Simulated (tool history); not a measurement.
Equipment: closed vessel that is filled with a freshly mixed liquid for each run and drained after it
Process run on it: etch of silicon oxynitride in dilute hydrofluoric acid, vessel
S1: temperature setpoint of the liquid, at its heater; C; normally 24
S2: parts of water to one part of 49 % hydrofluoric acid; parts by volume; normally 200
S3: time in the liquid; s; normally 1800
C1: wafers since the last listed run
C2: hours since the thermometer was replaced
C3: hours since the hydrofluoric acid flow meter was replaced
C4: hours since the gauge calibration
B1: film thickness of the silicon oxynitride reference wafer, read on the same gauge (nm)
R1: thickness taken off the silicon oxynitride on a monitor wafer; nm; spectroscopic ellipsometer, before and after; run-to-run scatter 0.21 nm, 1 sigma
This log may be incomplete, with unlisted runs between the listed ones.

| run | hour | S1 | S2 | S3 | C1 | C2 | C3 | C4 | B1 | R1 |
|---|---|---|---|---|---|---|---|---|---|---|
| 1 | 0 | 24 | 200 | 2435 | 0 | 564.3 | 1043 | 857.4 | 90.02 | 30.16 |
| 2 | 91.1 | 24 | 200 | 2435 | 4137 | 655.4 | 1134.1 | 948.5 | 90.01 | 30 |
| 3 | 186.1 | 26 | 200 | 1800 | 4314 | 750.4 | 1229.1 | 1043.5 | 90.02 | 24.18 |
|  | 223.6 | gauge calibrated |
| 4 | 463.6 | 26 | 200 | 1800 | 12601 | 1027.9 | 1506.6 | 240 | 89.96 | 24.34 |
| 5 | 501.2 | 26 | 200 | 1800 | 1707 | 1065.5 | 1544.2 | 277.6 | 90.02 | 23.61 |
| 6 | 602.4 | 24 | 200 | 1800 | 4595 | 1166.7 | 1645.4 | 378.8 | 90.02 | 21.77 |
| 7 | 677.2 | 24 | 200 | 1800 | 3396 | 1241.5 | 1720.2 | 453.6 | 89.98 | 22.02 |
| 8 | 732.7 | 24 | 160 | 1800 | 2520 | 1297 | 1775.7 | 509.1 | 90.02 | 28.79 |
|  | 819.9 | hydrofluoric acid flow meter replaced |
| 9 | 832.2 | 24 | 120 | 2480 | 4473 | 1396.5 | 12.3 | 608.6 | 89.99 | 54.38 |
| 10 | 901.4 | 24 | 120 | 2480 | 3142 | 1465.7 | 81.5 | 677.8 | 89.98 | 54.08 |
|  | 945.1 | thermometer replaced |
| 11 | 951.7 | 24 | 120 | 2480 | 2238 | 6.6 | 131.8 | 728.1 | 89.97 | 54.39 |
| 12 | 1047.3 | 24 | 200 | 1290 | 4341 | 102.2 | 227.4 | 823.7 | 89.98 | 15.65 |
| 13 | 1120.2 | 27.5 | 200 | 1800 | 3310 | 175.1 | 300.3 | 896.6 | 89.95 | 26.17 |
| 14 | 1180 | 22.5 | 120 | 2110 | 2715 | 234.9 | 360.1 | 956.4 | 90.01 | 42.47 |
| 15 | 1259.5 | 24 | 200 | 1800 | 3610 | 314.4 | 439.6 | 1035.9 | 90.01 | 21.98 |
| 16 | 1326.2 | 19.5 | 170 | 2760 | 3029 | 381.1 | 506.3 | 1102.6 | 89.99 | 33.07 |
| 17 | 1402.2 | 24 | 280 | 1020 | 3451 | 457.1 | 582.3 | 1178.6 | 89.98 | 8.28 |
|  | 1557.8 | gauge calibrated |
| 18 | 1584.5 | 24 | 200 | 1800 | 8278 | 639.4 | 764.6 | 26.7 | 89.99 | 22.11 |
| 19 | 1623.5 | 24 | 200 | 830 | 1771 | 678.4 | 803.6 | 65.7 | 90.04 | 10.02 |
| 20 | 1682 | 22 | 250 | 1800 | 2656 | 736.9 | 862.1 | 124.2 | 90.03 | 15.72 |
| 21 | 1775.2 | 21.5 | 200 | 1800 | 4232 | 830.1 | 955.3 | 217.4 | 90.03 | 19.59 |
| 22 | 1861.7 | 21 | 295 | 1800 | 3928 | 916.6 | 1041.8 | 303.9 | 90 | 12.24 |
| 23 | 1922.7 | 24 | 200 | 1800 | 2770 | 977.6 | 1102.8 | 364.9 | 90.01 | 22.07 |
| 24 | 2029.3 | 27 | 270 | 975 | 4840 | 1084.2 | 1209.4 | 471.5 | 90.03 | 9.59 |
| 25 | 2094.5 | 28 | 200 | 1800 | 2960 | 1149.4 | 1274.6 | 536.7 | 90.03 | 26 |
| 26 | 2178.7 | 20 | 135 | 2815 | 3823 | 1233.6 | 1358.8 | 620.9 | 89.97 | 44.28 |
| 27 | 2283.4 | 22 | 155 | 2470 | 4754 | 1338.3 | 1463.5 | 725.6 | 90.01 | 36.97 |

Branching from run 27: 4 alternative next runs. What would each branch give?
| A | 2284.6 | 25.5 | 200 | 1800 | 54 | 1339.5 | 1464.7 | 726.8 | ? | ? |
| B | 2284.6 | 20 | 100 | 1305 | 54 | 1339.5 | 1464.7 | 726.8 | ? | ? |
| C | 2284.6 | 24 | 290 | 2390 | 54 | 1339.5 | 1464.7 | 726.8 | ? | ? |
| D | 2284.6 | 20.5 | 150 | 1430 | 54 | 1339.5 | 1464.7 | 726.8 | ? | ? |

| run | B1 | R1 |
|---|---|---|
| A | 90.01 | 23.11 |
| B | 90.01 | 28 |
| C | 90.01 | 18.57 |
| D | 90.01 | 20.22 |
Stripped of hidden state, with their random variation kept, the same runs would have yielded:
| run | R1 |
|---|---|
| A | 23.11 |
| B | 28 |
| C | 18.57 |
| D | 20.22 |
